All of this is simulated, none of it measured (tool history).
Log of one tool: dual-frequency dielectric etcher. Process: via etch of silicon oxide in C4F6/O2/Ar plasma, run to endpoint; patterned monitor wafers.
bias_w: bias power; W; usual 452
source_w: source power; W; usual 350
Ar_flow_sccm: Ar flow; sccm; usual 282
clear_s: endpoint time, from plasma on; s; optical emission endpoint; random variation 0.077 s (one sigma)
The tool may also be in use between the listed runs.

run,hour,bias_w,source_w,Ar_flow_sccm,"incoming incoming film thickness, nm",clear_s
1,0,452,350,282,64.7,15.7
2,62,452,350,282,65.1,16
3,105.1,452,350,282,64.5,15.8
# hour 149.5: wet clean of the chamber
4,161.3,452,290,282,64.7,16.5
5,221,452,290,282,64.4,16.4
6,257.6,452,290,282,64.6,16.5
7,313.3,452,350,282,65,15.7
8,376.9,452,350,282,65.1,15.9
9,403.4,452,350,282,64.9,15.8
# hour 457.4: Ar flow controller replaced
10,470.7,452,350,282,65.5,15.9
11,523.4,494,350,336,65.7,15.9
# hour 559.2: wet clean of the chamber
12,559.7,494,350,336,65.2,15.2
# hour 576.8: bias power generator calibrated
13,598.9,452,310,282,64.7,16.2
14,636.6,391,390,351,64.6,16.3
# hour 672.7: source power generator calibrated
15,675.5,452,310,217,64.6,15.7
16,742.9,374,350,259,64.8,16.9
17,788.9,526,310,282,64.8,15.5
18,842.4,350,350,282,64.7,17.4
# hour 875.7: upper electrode replaced
19,902.2,452,410,342,64.2,15.2
20,953.9,452,350,282,65.1,16
# hour 991.7: wet clean of the chamber
21,1016.1,351,420,311,64.5,16.2
22,1056.3,452,350,282,64.1,15.4
23,1110.2,452,300,282,65,16.4
24,1148,383,430,330,64.7,15.7
25,1209.2,399,270,243,64.5,17.7
26,1241.8,391,430,239,64.9,15.3

Hidden state or all else? Some run-to-run changes of clear_s, split into what the settings, what came in and random variation would give without the hidden state, and what is left for the hidden state (with any gauge scatter that isn't in both results):
The hidden state here: etch rate over this chamber's usual, %; bias power that arrives over what is set, %; source power that arrives over what is set, %; Ar flow that arrives over what is set, %.
Run 11 -> 12: wet clean of the chamber. clear_s -0.7 s: hidden state -0.5, all else -0.2.
Run 18 -> 19: bias_w 350 -> 452, source_w 350 -> 410, Ar_flow_sccm 282 -> 342, upper electrode replaced. clear_s -2.2 s: hidden state +0, all else -2.2.
Run 20 -> 21: bias_w 452 -> 351, source_w 350 -> 420, Ar_flow_sccm 282 -> 311, wet clean of the chamber. clear_s +0.2 s: hidden state -0.4, all else +0.6.
Run 25 -> 26: bias_w 399 -> 391, source_w 270 -> 430, Ar_flow_sccm 243 -> 239. clear_s -2.4 s: hidden state +0, all else -2.4.

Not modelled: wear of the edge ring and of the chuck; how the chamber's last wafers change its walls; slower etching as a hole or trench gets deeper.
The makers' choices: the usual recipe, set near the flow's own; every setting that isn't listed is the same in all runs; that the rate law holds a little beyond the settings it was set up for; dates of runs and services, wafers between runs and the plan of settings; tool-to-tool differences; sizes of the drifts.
